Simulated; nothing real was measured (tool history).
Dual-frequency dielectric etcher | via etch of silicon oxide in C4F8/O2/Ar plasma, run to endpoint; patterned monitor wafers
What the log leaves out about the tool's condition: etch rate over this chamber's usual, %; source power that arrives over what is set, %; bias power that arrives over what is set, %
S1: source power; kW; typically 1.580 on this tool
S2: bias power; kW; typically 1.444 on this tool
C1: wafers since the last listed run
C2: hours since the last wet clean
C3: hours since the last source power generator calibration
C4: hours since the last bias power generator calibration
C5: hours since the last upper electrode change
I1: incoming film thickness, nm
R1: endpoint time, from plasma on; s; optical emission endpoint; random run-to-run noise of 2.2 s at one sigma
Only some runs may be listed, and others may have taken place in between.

run 1 hour=0.0 | S1=1.580 S2=1.444 | C1=0 C2=148.5 C3=1782.6 C4=2973.4 C5=4304.2 | I1=1102.0 | R1=247.9
run 2 hour=28.5 | S1=1.410 S2=1.349 | C1=188 C2=177.0 C3=1811.1 C4=3001.9 C5=4332.7 | I1=1110.2 | R1=264.5
run 3 hour=86.5 | S1=1.580 S2=1.444 | C1=382 C2=235.0 C3=1869.1 C4=3059.9 C5=4390.7 | I1=1101.2 | R1=245.4
-- hour=161.0 wet clean of the chamber
run 4 hour=161.5 | S1=1.580 S2=1.444 | C1=336 C2=0.5 C3=1944.1 C4=3134.9 C5=4465.7 | I1=1108.3 | R1=256.0
run 5 hour=189.8 | S1=1.420 S2=1.444 | C1=186 C2=28.8 C3=1972.4 C4=3163.2 C5=4494.0 | I1=1107.0 | R1=265.4
run 6 hour=220.5 | S1=1.580 S2=1.251 | C1=202 C2=59.5 C3=2003.1 C4=3193.9 C5=4524.7 | I1=1100.8 | R1=266.2
run 7 hour=287.3 | S1=1.580 S2=1.251 | C1=440 C2=126.3 C3=2069.9 C4=3260.7 C5=4591.5 | I1=1095.4 | R1=261.2
run 8 hour=322.0 | S1=1.460 S2=1.444 | C1=228 C2=161.0 C3=2104.6 C4=3295.4 C5=4626.2 | I1=1105.9 | R1=258.7
run 9 hour=361.0 | S1=1.490 S2=1.444 | C1=257 C2=200.0 C3=2143.6 C4=3334.4 C5=4665.2 | I1=1098.0 | R1=254.7
run 10 hour=409.4 | S1=1.490 S2=1.444 | C1=319 C2=248.4 C3=2192.0 C4=3382.8 C5=4713.6 | I1=1117.2 | R1=258.5
run 11 hour=435.9 | S1=1.490 S2=1.444 | C1=174 C2=274.9 C3=2218.5 C4=3409.3 C5=4740.1 | I1=1108.4 | R1=251.0
-- hour=463.3 bias power generator calibrated
run 12 hour=506.0 | S1=1.580 S2=1.444 | C1=436 C2=345.0 C3=2288.6 C4=42.7 C5=4810.2 | I1=1101.9 | R1=245.2
-- hour=559.9 wet clean of the chamber
run 13 hour=560.8 | S1=1.580 S2=1.444 | C1=203 C2=0.9 C3=2343.4 C4=97.5 C5=4865.0 | I1=1117.5 | R1=256.5
run 14 hour=588.2 | S1=1.580 S2=1.444 | C1=180 C2=28.3 C3=2370.8 C4=124.9 C5=4892.4 | I1=1096.5 | R1=248.3
run 15 hour=642.1 | S1=1.580 S2=1.186 | C1=355 C2=82.2 C3=2424.7 C4=178.8 C5=4946.3 | I1=1104.7 | R1=265.3
run 16 hour=673.8 | S1=1.580 S2=1.186 | C1=209 C2=113.9 C3=2456.4 C4=210.5 C5=4978.0 | I1=1105.0 | R1=268.4
run 17 hour=716.9 | S1=1.580 S2=1.444 | C1=284 C2=157.0 C3=2499.5 C4=253.6 C5=5021.1 | I1=1113.9 | R1=247.5
-- hour=775.1 upper electrode replaced, of another model than before
run 18 hour=775.6 | S1=1.380 S2=1.195 | C1=228 C2=215.7 C3=2558.2 C4=312.3 C5=0.5 | I1=1109.9 | R1=287.2
run 19 hour=832.0 | S1=1.320 S2=1.695 | C1=372 C2=272.1 C3=2614.6 C4=368.7 C5=56.9 | I1=1090.1 | R1=230.4
-- hour=889.4 wet clean of the chamber
run 20 hour=889.9 | S1=1.790 S2=1.444 | C1=223 C2=0.5 C3=2672.5 C4=426.6 C5=114.8 | I1=1111.1 | R1=251.6
-- hour=913.0 source power generator calibrated
run 21 hour=925.3 | S1=1.210 S2=1.095 | C1=207 C2=35.9 C3=12.3 C4=462.0 C5=150.2 | I1=1116.1 | R1=320.3
run 22 hour=988.3 | S1=1.580 S2=1.645 | C1=415 C2=98.9 C3=75.3 C4=525.0 C5=213.2 | I1=1103.7 | R1=230.3
run 23 hour=1032.2 | S1=1.340 S2=1.535 | C1=289 C2=142.8 C3=119.2 C4=568.9 C5=257.1 | I1=1112.8 | R1=249.4
run 24 hour=1065.0 | S1=1.580 S2=1.444 | C1=216 C2=175.6 C3=152.0 C4=601.7 C5=289.9 | I1=1108.1 | R1=248.5
run 25 hour=1100.2 | S1=1.860 S2=1.444 | C1=232 C2=210.8 C3=187.2 C4=636.9 C5=325.1 | I1=1101.8 | R1=234.8
run 26 hour=1130.8 | S1=1.580 S2=1.262 | C1=201 C2=241.4 C3=217.8 C4=667.5 C5=355.7 | I1=1114.8 | R1=265.7
run 27 hour=1163.8 | S1=1.580 S2=1.444 | C1=217 C2=274.4 C3=250.8 C4=700.5 C5=388.7 | I1=1104.7 | R1=241.3
-- hour=1248.4 wet clean of the chamber
run 28 hour=1248.9 | S1=1.580 S2=1.444 | C1=403 C2=0.5 C3=335.9 C4=785.6 C5=473.8 | I1=1111.5 | R1=253.8
run 29 hour=1255.3 | S1=1.310 S2=1.758 | C1=42 C2=6.9 C3=342.3 C4=792.0 C5=480.2 | I1=1109.2 | R1=240.1
run 30 hour=1304.4 | S1=1.580 S2=1.444 | C1=323 C2=56.0 C3=391.4 C4=841.1 C5=529.3 | I1=1111.3 | R1=251.2
run 31 hour=1345.5 | S1=1.180 S2=1.444 | C1=271 C2=97.1 C3=432.5 C4=882.2 C5=570.4 | I1=1097.7 | R1=265.1
run 32 hour=1437.8 | S1=1.900 S2=1.653 | C1=608 C2=189.4 C3=524.8 C4=974.5 C5=662.7 | I1=1094.9 | R1=220.6
run 33 hour=1468.7 | S1=1.930 S2=1.615 | C1=203 C2=220.3 C3=555.7 C4=1005.4 C5=693.6 | I1=1106.8 | R1=223.8
run 34 hour=1500.5 | S1=1.800 S2=1.611 | C1=209 C2=252.1 C3=587.5 C4=1037.2 C5=725.4 | I1=1119.5 | R1=232.8

What would each run have given without the hidden state, its run-to-run variation left as it was?
run=1 R1=253.0
run=2 R1=270.9
run=3 R1=253.1
run=4 R1=252.8
run=5 R1=263.1
run=6 R1=264.9
run=7 R1=262.1
run=8 R1=260.6
run=9 R1=257.9
run=10 R1=263.3
run=11 R1=256.4
run=12 R1=252.7
run=13 R1=258.0
run=14 R1=250.7
run=15 R1=269.6
run=16 R1=273.7
run=17 R1=253.7
run=18 R1=296.6
run=19 R1=239.5
run=20 R1=252.7
run=21 R1=323.0
run=22 R1=234.1
run=23 R1=254.9
run=24 R1=255.0
run=25 R1=241.9
run=26 R1=274.8
run=27 R1=250.5
run=28 R1=253.6
run=29 R1=240.1
run=30 R1=252.7
run=31 R1=268.1
run=32 R1=225.6
run=33 R1=229.7
run=34 R1=239.9
